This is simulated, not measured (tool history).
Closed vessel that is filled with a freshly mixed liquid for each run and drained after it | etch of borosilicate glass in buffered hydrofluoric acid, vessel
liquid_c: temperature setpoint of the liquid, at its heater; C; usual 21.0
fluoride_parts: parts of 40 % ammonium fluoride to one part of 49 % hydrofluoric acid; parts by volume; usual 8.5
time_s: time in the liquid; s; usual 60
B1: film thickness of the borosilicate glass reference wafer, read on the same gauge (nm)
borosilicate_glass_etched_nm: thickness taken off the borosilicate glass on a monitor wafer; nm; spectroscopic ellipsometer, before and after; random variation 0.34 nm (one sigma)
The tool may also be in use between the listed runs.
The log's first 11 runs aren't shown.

{"run": 12, "hour": 518.5, "liquid_c": 20.0, "fluoride_parts": 8.5, "time_s": 60, "B1": 29.98, "borosilicate_glass_etched_nm": 64.49}
{"hour": 581.2, "done": "hydrofluoric acid flow meter replaced"}
{"run": 13, "hour": 665.0, "liquid_c": 21.0, "fluoride_parts": 8.5, "time_s": 60, "B1": 29.99, "borosilicate_glass_etched_nm": 70.65}
{"run": 14, "hour": 715.3, "liquid_c": 18.5, "fluoride_parts": 8.5, "time_s": 60, "B1": 30.0, "borosilicate_glass_etched_nm": 61.72}
{"run": 15, "hour": 762.9, "liquid_c": 21.0, "fluoride_parts": 8.5, "time_s": 60, "B1": 30.01, "borosilicate_glass_etched_nm": 70.24}
{"run": 16, "hour": 799.5, "liquid_c": 22.5, "fluoride_parts": 5.5, "time_s": 75, "B1": 29.99, "borosilicate_glass_etched_nm": 147.39}
{"hour": 807.3, "done": "gauge calibrated"}
{"run": 17, "hour": 837.4, "liquid_c": 21.0, "fluoride_parts": 8.5, "time_s": 60, "B1": 30.02, "borosilicate_glass_etched_nm": 70.14}
{"hour": 942.6, "done": "thermometer replaced"}
{"run": 18, "hour": 944.5, "liquid_c": 21.0, "fluoride_parts": 8.5, "time_s": 60, "B1": 29.97, "borosilicate_glass_etched_nm": 70.22}
{"run": 19, "hour": 998.4, "liquid_c": 23.0, "fluoride_parts": 8.5, "time_s": 75, "B1": 30.0, "borosilicate_glass_etched_nm": 97.37}
{"run": 20, "hour": 1033.7, "liquid_c": 21.0, "fluoride_parts": 8.5, "time_s": 95, "B1": 30.02, "borosilicate_glass_etched_nm": 111.1}
{"run": 21, "hour": 1058.3, "liquid_c": 21.0, "fluoride_parts": 8.5, "time_s": 60, "B1": 29.99, "borosilicate_glass_etched_nm": 70.07}
{"run": 22, "hour": 1100.4, "liquid_c": 21.0, "fluoride_parts": 6.5, "time_s": 60, "B1": 30.01, "borosilicate_glass_etched_nm": 93.68}
{"run": 23, "hour": 1148.8, "liquid_c": 18.0, "fluoride_parts": 7.5, "time_s": 60, "B1": 29.97, "borosilicate_glass_etched_nm": 68.17}
{"run": 24, "hour": 1191.2, "liquid_c": 23.5, "fluoride_parts": 5.5, "time_s": 35, "B1": 30.01, "borosilicate_glass_etched_nm": 71.83}
{"run": 25, "hour": 1256.6, "liquid_c": 21.0, "fluoride_parts": 8.5, "time_s": 60, "B1": 30.0, "borosilicate_glass_etched_nm": 70.17}
{"run": 26, "hour": 1285.9, "liquid_c": 24.5, "fluoride_parts": 10.5, "time_s": 45, "B1": 29.99, "borosilicate_glass_etched_nm": 52.85}
{"run": 27, "hour": 1329.3, "liquid_c": 23.0, "fluoride_parts": 11.5, "time_s": 80, "B1": 30.02, "borosilicate_glass_etched_nm": 79.28}
{"run": 28, "hour": 1358.1, "liquid_c": 21.0, "fluoride_parts": 5.0, "time_s": 95, "B1": 29.99, "borosilicate_glass_etched_nm": 185.09}
{"run": 29, "hour": 1422.1, "liquid_c": 21.0, "fluoride_parts": 8.5, "time_s": 60, "B1": 29.99, "borosilicate_glass_etched_nm": 69.51}
{"run": 30, "hour": 1475.9, "liquid_c": 21.0, "fluoride_parts": 8.5, "time_s": 60, "B1": 30.04, "borosilicate_glass_etched_nm": 70.0}
{"run": 31, "hour": 1522.6, "liquid_c": 24.0, "fluoride_parts": 10.5, "time_s": 40, "B1": 29.99, "borosilicate_glass_etched_nm": 45.51}
{"run": 32, "hour": 1588.7, "liquid_c": 21.0, "fluoride_parts": 10.0, "time_s": 75, "B1": 30.0, "borosilicate_glass_etched_nm": 76.18}

Forecast each of these 5 alternatives for the next run:
{"run": "A", "hour": 1589.4, "liquid_c": 21.0, "fluoride_parts": 8.5, "time_s": 60, "B1": "?", "borosilicate_glass_etched_nm": "?"}
{"run": "B", "hour": 1589.4, "liquid_c": 19.0, "fluoride_parts": 10.5, "time_s": 75, "B1": "?", "borosilicate_glass_etched_nm": "?"}
{"run": "C", "hour": 1589.4, "liquid_c": 24.0, "fluoride_parts": 11.0, "time_s": 85, "B1": "?", "borosilicate_glass_etched_nm": "?"}
{"run": "D", "hour": 1589.4, "liquid_c": 24.5, "fluoride_parts": 10.0, "time_s": 35, "B1": "?", "borosilicate_glass_etched_nm": "?"}
{"run": "E", "hour": 1589.4, "liquid_c": 18.0, "fluoride_parts": 10.0, "time_s": 60, "B1": "?", "borosilicate_glass_etched_nm": "?"}

run=A B1=30.00 borosilicate_glass_etched_nm=69.19
run=B B1=30.00 borosilicate_glass_etched_nm=64.94
run=C B1=30.00 borosilicate_glass_etched_nm=92.22
run=D B1=30.00 borosilicate_glass_etched_nm=42.84
run=E B1=30.00 borosilicate_glass_etched_nm=51.59
Without the tool's hidden state the same runs would have given:
run=A borosilicate_glass_etched_nm=70.80
run=B borosilicate_glass_etched_nm=66.29
run=C borosilicate_glass_etched_nm=94.14
run=D borosilicate_glass_etched_nm=43.74
run=E borosilicate_glass_etched_nm=52.66
